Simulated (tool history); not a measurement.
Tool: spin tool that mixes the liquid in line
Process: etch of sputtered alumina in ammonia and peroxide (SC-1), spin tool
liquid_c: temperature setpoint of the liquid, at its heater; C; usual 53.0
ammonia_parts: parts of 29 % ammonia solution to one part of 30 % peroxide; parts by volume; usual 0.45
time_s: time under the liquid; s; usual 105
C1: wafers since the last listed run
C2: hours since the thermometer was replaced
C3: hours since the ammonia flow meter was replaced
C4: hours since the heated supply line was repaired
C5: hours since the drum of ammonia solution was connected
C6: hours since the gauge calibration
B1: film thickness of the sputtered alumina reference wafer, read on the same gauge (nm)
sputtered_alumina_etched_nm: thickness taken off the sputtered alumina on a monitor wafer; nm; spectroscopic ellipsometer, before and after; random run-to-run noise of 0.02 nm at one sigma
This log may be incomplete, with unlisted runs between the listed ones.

run 1 hour=0.0 | liquid_c=53.0 ammonia_parts=0.45 time_s=130 | C1=0 C2=1990.6 C3=1102.8 C4=386.4 C5=8.0 C6=1608.9 | B1=49.998 | sputtered_alumina_etched_nm=5.662
run 2 hour=39.0 | liquid_c=53.0 ammonia_parts=0.45 time_s=105 | C1=435 C2=2029.6 C3=1141.8 C4=425.4 C5=47.0 C6=1647.9 | B1=50.012 | sputtered_alumina_etched_nm=4.571
run 3 hour=108.7 | liquid_c=53.0 ammonia_parts=0.45 time_s=105 | C1=778 C2=2099.3 C3=1211.5 C4=495.1 C5=116.7 C6=1717.6 | B1=50.024 | sputtered_alumina_etched_nm=4.546
run 4 hour=180.6 | liquid_c=53.0 ammonia_parts=0.45 time_s=105 | C1=803 C2=2171.2 C3=1283.4 C4=567.0 C5=188.6 C6=1789.5 | B1=50.035 | sputtered_alumina_etched_nm=4.534
-- hour=184.0 gauge calibrated
-- hour=213.6 thermometer replaced
run 5 hour=227.4 | liquid_c=53.0 ammonia_parts=0.45 time_s=105 | C1=511 C2=13.8 C3=1330.2 C4=613.8 C5=235.4 C6=43.4 | B1=49.989 | sputtered_alumina_etched_nm=4.386
run 6 hour=260.5 | liquid_c=53.0 ammonia_parts=0.45 time_s=105 | C1=369 C2=46.9 C3=1363.3 C4=646.9 C5=268.5 C6=76.5 | B1=50.023 | sputtered_alumina_etched_nm=4.396
-- hour=279.5 new drum of ammonia solution connected
run 7 hour=310.3 | liquid_c=53.0 ammonia_parts=0.45 time_s=105 | C1=545 C2=96.7 C3=1413.1 C4=696.7 C5=30.8 C6=126.3 | B1=49.997 | sputtered_alumina_etched_nm=4.386
run 8 hour=361.8 | liquid_c=53.0 ammonia_parts=0.45 time_s=90 | C1=575 C2=148.2 C3=1464.6 C4=748.2 C5=82.3 C6=177.8 | B1=50.051 | sputtered_alumina_etched_nm=3.761
run 9 hour=414.7 | liquid_c=53.0 ammonia_parts=0.45 time_s=105 | C1=591 C2=201.1 C3=1517.5 C4=801.1 C5=135.2 C6=230.7 | B1=50.009 | sputtered_alumina_etched_nm=4.426
run 10 hour=444.7 | liquid_c=49.0 ammonia_parts=0.30 time_s=160 | C1=335 C2=231.1 C3=1547.5 C4=831.1 C5=165.2 C6=260.7 | B1=50.006 | sputtered_alumina_etched_nm=5.180
run 11 hour=499.8 | liquid_c=47.5 ammonia_parts=0.60 time_s=105 | C1=615 C2=286.2 C3=1602.6 C4=886.2 C5=220.3 C6=315.8 | B1=50.012 | sputtered_alumina_etched_nm=3.358
run 12 hour=529.6 | liquid_c=53.0 ammonia_parts=0.55 time_s=105 | C1=333 C2=316.0 C3=1632.4 C4=916.0 C5=250.1 C6=345.6 | B1=50.022 | sputtered_alumina_etched_nm=4.497
-- hour=586.1 new drum of ammonia solution connected
-- hour=595.8 heated supply line repaired
run 13 hour=599.1 | liquid_c=60.0 ammonia_parts=0.45 time_s=60 | C1=754 C2=385.5 C3=1701.9 C4=3.3 C5=13.0 C6=415.1 | B1=50.001 | sputtered_alumina_etched_nm=3.660
run 14 hour=656.2 | liquid_c=48.5 ammonia_parts=0.40 time_s=45 | C1=638 C2=442.6 C3=1759.0 C4=60.4 C5=70.1 C6=472.2 | B1=49.984 | sputtered_alumina_etched_nm=1.474
run 15 hour=695.2 | liquid_c=61.5 ammonia_parts=0.50 time_s=105 | C1=435 C2=481.6 C3=1798.0 C4=99.4 C5=109.1 C6=511.2 | B1=49.999 | sputtered_alumina_etched_nm=6.996
run 16 hour=730.9 | liquid_c=49.5 ammonia_parts=0.45 time_s=105 | C1=398 C2=517.3 C3=1833.7 C4=135.1 C5=144.8 C6=546.9 | B1=49.982 | sputtered_alumina_etched_nm=3.690
-- hour=777.2 ammonia flow meter replaced
run 17 hour=798.4 | liquid_c=53.0 ammonia_parts=0.45 time_s=105 | C1=743 C2=584.8 C3=21.2 C4=202.6 C5=212.3 C6=614.4 | B1=50.008 | sputtered_alumina_etched_nm=4.432
run 18 hour=868.0 | liquid_c=53.0 ammonia_parts=0.45 time_s=105 | C1=777 C2=654.4 C3=90.8 C4=272.2 C5=281.9 C6=684.0 | B1=50.015 | sputtered_alumina_etched_nm=4.453
run 19 hour=923.6 | liquid_c=53.0 ammonia_parts=0.45 time_s=135 | C1=621 C2=710.0 C3=146.4 C4=327.8 C5=337.5 C6=739.6 | B1=50.009 | sputtered_alumina_etched_nm=5.728
-- hour=958.2 new drum of ammonia solution connected
run 20 hour=978.6 | liquid_c=62.0 ammonia_parts=0.50 time_s=55 | C1=603 C2=765.0 C3=201.4 C4=382.8 C5=20.4 C6=794.6 | B1=49.965 | sputtered_alumina_etched_nm=3.784
run 21 hour=1034.6 | liquid_c=60.5 ammonia_parts=0.45 time_s=80 | C1=625 C2=821.0 C3=257.4 C4=438.8 C5=76.4 C6=850.6 | B1=49.976 | sputtered_alumina_etched_nm=4.985
run 22 hour=1091.7 | liquid_c=50.0 ammonia_parts=0.45 time_s=50 | C1=638 C2=878.1 C3=314.5 C4=495.9 C5=133.5 C6=907.7 | B1=49.960 | sputtered_alumina_etched_nm=1.809
run 23 hour=1135.8 | liquid_c=53.0 ammonia_parts=0.45 time_s=105 | C1=492 C2=922.2 C3=358.6 C4=540.0 C5=177.6 C6=951.8 | B1=50.013 | sputtered_alumina_etched_nm=4.466
run 24 hour=1184.3 | liquid_c=58.5 ammonia_parts=0.60 time_s=40 | C1=542 C2=970.7 C3=407.1 C4=588.5 C5=226.1 C6=1000.3 | B1=50.022 | sputtered_alumina_etched_nm=2.328
run 25 hour=1230.6 | liquid_c=57.5 ammonia_parts=0.45 time_s=60 | C1=517 C2=1017.0 C3=453.4 C4=634.8 C5=272.4 C6=1046.6 | B1=50.008 | sputtered_alumina_etched_nm=3.234

Below are 3 alternative next runs, each starting from the tool's condition after run 25. Predict each:
run A hour=1231.0 | liquid_c=53.0 ammonia_parts=0.35 time_s=105 | C1=4 C2=1017.4 C3=453.8 C4=635.2 C5=272.8 C6=1047.0 | B1=? | sputtered_alumina_etched_nm=?
run B hour=1231.0 | liquid_c=59.5 ammonia_parts=0.30 time_s=105 | C1=4 C2=1017.4 C3=453.8 C4=635.2 C5=272.8 C6=1047.0 | B1=? | sputtered_alumina_etched_nm=?
run C hour=1231.0 | liquid_c=53.0 ammonia_parts=0.35 time_s=155 | C1=4 C2=1017.4 C3=453.8 C4=635.2 C5=272.8 C6=1047.0 | B1=? | sputtered_alumina_etched_nm=?

run=A B1=49.975 sputtered_alumina_etched_nm=4.402
run=B B1=49.975 sputtered_alumina_etched_nm=6.106
run=C B1=49.975 sputtered_alumina_etched_nm=6.498
Without the tool's hidden state the same runs would have given:
run=A sputtered_alumina_etched_nm=4.329
run=B sputtered_alumina_etched_nm=6.009
run=C sputtered_alumina_etched_nm=6.390
